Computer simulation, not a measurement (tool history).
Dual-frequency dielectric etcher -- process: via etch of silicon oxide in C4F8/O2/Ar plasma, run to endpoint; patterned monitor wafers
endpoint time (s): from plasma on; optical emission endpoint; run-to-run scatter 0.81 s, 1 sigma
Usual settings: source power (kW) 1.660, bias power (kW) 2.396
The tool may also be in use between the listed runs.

run,hour,source power (kW),bias power (kW),wafers since the last listed run,hours since the last wet clean,hours since the last source power generator calibration,hours since the last bias power generator calibration,hours since the last upper electrode change,"incoming incoming film thickness, nm",endpoint time (s)
1,0.0,1.960,2.396,0,258.7,2626.9,2275.1,2280.3,1266.1,227.5
2,86.9,1.770,2.396,318,345.6,2713.8,2362.0,2367.2,1272.8,239.0
3,160.0,1.770,2.396,267,418.7,2786.9,2435.1,2440.3,1272.7,237.6
4,205.4,1.770,2.396,166,464.1,2832.3,2480.5,2485.7,1261.1,234.7
# hour 327.4: wet clean of the chamber
5,507.4,1.660,2.649,1018,180.0,3134.3,2782.5,2787.7,1256.2,234.3
6,610.7,1.660,2.649,378,283.3,3237.6,2885.8,2891.0,1262.0,235.7
7,714.5,1.660,2.649,380,387.1,3341.4,2989.6,2994.8,1257.3,234.1
8,808.5,1.660,2.526,344,481.1,3435.4,3083.6,3088.8,1269.5,241.3
9,908.3,1.660,2.526,365,580.9,3535.2,3183.4,3188.6,1262.3,237.7
10,1013.3,1.660,2.526,384,685.9,3640.2,3288.4,3293.6,1268.4,238.9
# hour 1062.6: wet clean of the chamber
11,1067.4,1.660,2.148,110,4.8,3694.3,3342.5,3347.7,1260.8,248.5
12,1132.5,1.660,2.148,238,69.9,3759.4,3407.6,3412.8,1275.9,249.5
13,1194.1,1.660,2.148,225,131.5,3821.0,3469.2,3474.4,1263.8,250.0
14,1270.4,1.660,2.396,279,207.8,3897.3,3545.5,3550.7,1258.0,240.9
15,1366.3,1.660,2.396,351,303.7,3993.2,3641.4,3646.6,1281.2,246.3
16,1430.4,1.660,2.396,234,367.8,4057.3,3705.5,3710.7,1254.5,240.4
# hour 1449.7: source power generator calibrated
17,1566.8,1.660,2.396,485,504.2,117.1,3841.9,3847.1,1262.1,246.2

For run 18, what comes out?
# hour 1640.2: bias power generator calibrated
18,1640.8,1.660,2.396,256,578.2,191.1,0.6,3921.1,1256.5,?

Run 18 produced endpoint time (s) 246.5.
Were there no unlogged condition in the tool, this run, its random variation unchanged, would have produced endpoint time (s) 246.4.
